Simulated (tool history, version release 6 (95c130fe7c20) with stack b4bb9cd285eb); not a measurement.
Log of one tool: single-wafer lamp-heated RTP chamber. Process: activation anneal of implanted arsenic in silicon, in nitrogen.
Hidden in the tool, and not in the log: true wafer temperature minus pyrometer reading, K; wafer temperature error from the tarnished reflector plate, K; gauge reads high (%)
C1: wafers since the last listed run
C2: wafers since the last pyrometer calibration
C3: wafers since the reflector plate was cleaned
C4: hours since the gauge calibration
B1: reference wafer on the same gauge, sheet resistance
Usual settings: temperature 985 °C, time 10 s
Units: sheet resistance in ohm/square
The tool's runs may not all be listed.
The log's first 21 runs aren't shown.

{"run": 22, "hour": 258.0, "temperature": 957, "time": 13, "C1": 226, "C2": 1856, "C3": 1721, "C4": 342.4, "B1": 533.84, "sheet resistance": 468.65}
{"run": 23, "hour": 264.4, "temperature": 985, "time": 10, "C1": 98, "C2": 1955, "C3": 1819, "C4": 348.8, "B1": 533.91, "sheet resistance": 468.31}
{"hour": 291.9, "done": "pyrometer window cleaned and pyrometer calibrated"}
{"hour": 317.7, "done": "gauge calibrated"}
{"run": 24, "hour": 318.1, "temperature": 968, "time": 8, "C1": 702, "C2": 402, "C3": 2522, "C4": 0.4, "B1": 525.62, "sheet resistance": 462.96}
{"run": 25, "hour": 326.5, "temperature": 1013, "time": 13, "C1": 129, "C2": 531, "C3": 2651, "C4": 8.8, "B1": 525.86, "sheet resistance": 457.03}
{"run": 26, "hour": 339.4, "temperature": 985, "time": 10, "C1": 198, "C2": 730, "C3": 2849, "C4": 21.7, "B1": 526.06, "sheet resistance": 460.21}
{"run": 27, "hour": 351.4, "temperature": 985, "time": 10, "C1": 184, "C2": 914, "C3": 3034, "C4": 33.7, "B1": 526.44, "sheet resistance": 462.79}
{"run": 28, "hour": 359.8, "temperature": 957, "time": 12, "C1": 129, "C2": 1044, "C3": 3163, "C4": 42.1, "B1": 526.6, "sheet resistance": 462.29}
{"run": 29, "hour": 375.2, "temperature": 963, "time": 5, "C1": 236, "C2": 1280, "C3": 3400, "C4": 57.5, "B1": 526.75, "sheet resistance": 465.9}
{"run": 30, "hour": 392.4, "temperature": 985, "time": 12, "C1": 264, "C2": 1545, "C3": 3664, "C4": 74.7, "B1": 527.04, "sheet resistance": 461.58}
{"run": 31, "hour": 414.6, "temperature": 1007, "time": 7, "C1": 341, "C2": 1886, "C3": 4005, "C4": 96.9, "B1": 527.72, "sheet resistance": 462.36}
{"run": 32, "hour": 423.5, "temperature": 985, "time": 10, "C1": 136, "C2": 2023, "C3": 4142, "C4": 105.8, "B1": 528.01, "sheet resistance": 463.22}
{"run": 33, "hour": 440.4, "temperature": 1013, "time": 6, "C1": 259, "C2": 2283, "C3": 4402, "C4": 122.7, "B1": 528.27, "sheet resistance": 462.25}
{"run": 34, "hour": 446.8, "temperature": 1012, "time": 13, "C1": 98, "C2": 2381, "C3": 4501, "C4": 129.1, "B1": 528.5, "sheet resistance": 459.3}
{"run": 35, "hour": 461.2, "temperature": 985, "time": 10, "C1": 221, "C2": 2603, "C3": 4722, "C4": 143.5, "B1": 528.67, "sheet resistance": 463.63}
{"hour": 479.0, "done": "pyrometer window cleaned and pyrometer calibrated"}
{"run": 36, "hour": 479.5, "temperature": 1015, "time": 6, "C1": 158, "C2": 7, "C3": 4880, "C4": 161.8, "B1": 529.08, "sheet resistance": 463.19}

5 ways to go on from here, each from the tool as it stands after run 36. What would each give?
{"run": "A", "hour": 479.9, "temperature": 985, "time": 10, "C1": 6, "C2": 14, "C3": 4886, "C4": 162.2, "B1": "?", "sheet resistance": "?"}
{"run": "B", "hour": 479.9, "temperature": 964, "time": 10, "C1": 6, "C2": 14, "C3": 4886, "C4": 162.2, "B1": "?", "sheet resistance": "?"}
{"run": "C", "hour": 479.9, "temperature": 993, "time": 13, "C1": 6, "C2": 14, "C3": 4886, "C4": 162.2, "B1": "?", "sheet resistance": "?"}
{"run": "D", "hour": 479.9, "temperature": 1002, "time": 7, "C1": 6, "C2": 14, "C3": 4886, "C4": 162.2, "B1": "?", "sheet resistance": "?"}
{"run": "E", "hour": 479.9, "temperature": 1006, "time": 7, "C1": 6, "C2": 14, "C3": 4886, "C4": 162.2, "B1": "?", "sheet resistance": "?"}

run=A B1=529.22 sheet_resistance=463.77
run=B B1=529.22 sheet_resistance=465.29
run=C B1=529.22 sheet_resistance=461.81
run=D B1=529.22 sheet_resistance=463.68
run=E B1=529.22 sheet_resistance=463.3
Without the tool's hidden state the same runs would have given:
run=A sheet_resistance=461.93
run=B sheet_resistance=463.45
run=C sheet_resistance=459.99
run=D sheet_resistance=461.85
run=E sheet_resistance=461.46

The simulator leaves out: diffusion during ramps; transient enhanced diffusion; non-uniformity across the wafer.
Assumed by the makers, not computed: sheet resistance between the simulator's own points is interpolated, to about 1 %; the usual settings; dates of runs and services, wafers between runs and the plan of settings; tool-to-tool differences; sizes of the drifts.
